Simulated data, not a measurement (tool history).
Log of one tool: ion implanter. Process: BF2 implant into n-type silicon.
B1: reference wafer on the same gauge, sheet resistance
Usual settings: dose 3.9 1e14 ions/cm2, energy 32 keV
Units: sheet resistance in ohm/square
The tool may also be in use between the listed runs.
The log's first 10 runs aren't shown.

run 11 hour=440.7 | dose=3.9 energy=32 | B1=329.81 | sheet_resistance=279.23
run 12 hour=471.5 | dose=3.9 energy=32 | B1=330.19 | sheet_resistance=279.18
run 13 hour=507.7 | dose=3.9 energy=32 | B1=329.88 | sheet_resistance=278.65
run 14 hour=558.1 | dose=3.9 energy=32 | B1=329.88 | sheet_resistance=278.37
run 15 hour=613.2 | dose=3.9 energy=32 | B1=329.87 | sheet_resistance=279.06
run 16 hour=644.8 | dose=3.9 energy=32 | B1=329.9 | sheet_resistance=278.68
run 17 hour=707.7 | dose=4.83 energy=26.5 | B1=329.9 | sheet_resistance=239.21
run 18 hour=742 | dose=3.9 energy=32 | B1=330.13 | sheet_resistance=279.63
-- hour=778.8 gauge calibrated
run 19 hour=795 | dose=3.9 energy=32 | B1=329.81 | sheet_resistance=279.76
run 20 hour=839.2 | dose=4.99 energy=32 | B1=330.05 | sheet_resistance=227
run 21 hour=910.5 | dose=3.9 energy=32 | B1=329.79 | sheet_resistance=279.07
-- hour=922.4 Faraday cup replaced and dose calibrated
run 22 hour=964.7 | dose=4.39 energy=28 | B1=330.06 | sheet_resistance=254.83
run 23 hour=1002 | dose=3.9 energy=32 | B1=330.06 | sheet_resistance=277.52
run 24 hour=1029.8 | dose=4.92 energy=24 | B1=330.19 | sheet_resistance=238.17
-- hour=1046.8 extraction supply calibrated
run 25 hour=1098.5 | dose=2.99 energy=35 | B1=329.93 | sheet_resistance=346.33
run 26 hour=1240.1 | dose=3.9 energy=35 | B1=330.01 | sheet_resistance=276.17
run 27 hour=1298 | dose=3.36 energy=39.5 | B1=329.96 | sheet_resistance=310.06
run 28 hour=1343.2 | dose=4.79 energy=28.5 | B1=330.08 | sheet_resistance=237.56
run 29 hour=1380.2 | dose=2.76 energy=32 | B1=330.05 | sheet_resistance=373.56
run 30 hour=1424.7 | dose=3.48 energy=42.5 | B1=329.84 | sheet_resistance=298.38
run 31 hour=1460.1 | dose=3.9 energy=37.5 | B1=329.98 | sheet_resistance=273.7
run 32 hour=1512.8 | dose=3.27 energy=32 | B1=329.79 | sheet_resistance=323.72

3 ways to go on from here, each from the tool as it stands after run 32. What would each give?
run A hour=1513.2 | dose=3.9 energy=32 | B1=? | sheet_resistance=?
run B hour=1513.2 | dose=2.95 energy=24 | B1=? | sheet_resistance=?
run C hour=1513.2 | dose=3.34 energy=43 | B1=? | sheet_resistance=?

run=A B1=329.98 sheet_resistance=277.93
run=B B1=329.98 sheet_resistance=362.78
run=C B1=329.98 sheet_resistance=308.66
Without the tool's hidden state the same runs would have given:
run=A sheet_resistance=277.21
run=B sheet_resistance=361.84
run=C sheet_resistance=307.85

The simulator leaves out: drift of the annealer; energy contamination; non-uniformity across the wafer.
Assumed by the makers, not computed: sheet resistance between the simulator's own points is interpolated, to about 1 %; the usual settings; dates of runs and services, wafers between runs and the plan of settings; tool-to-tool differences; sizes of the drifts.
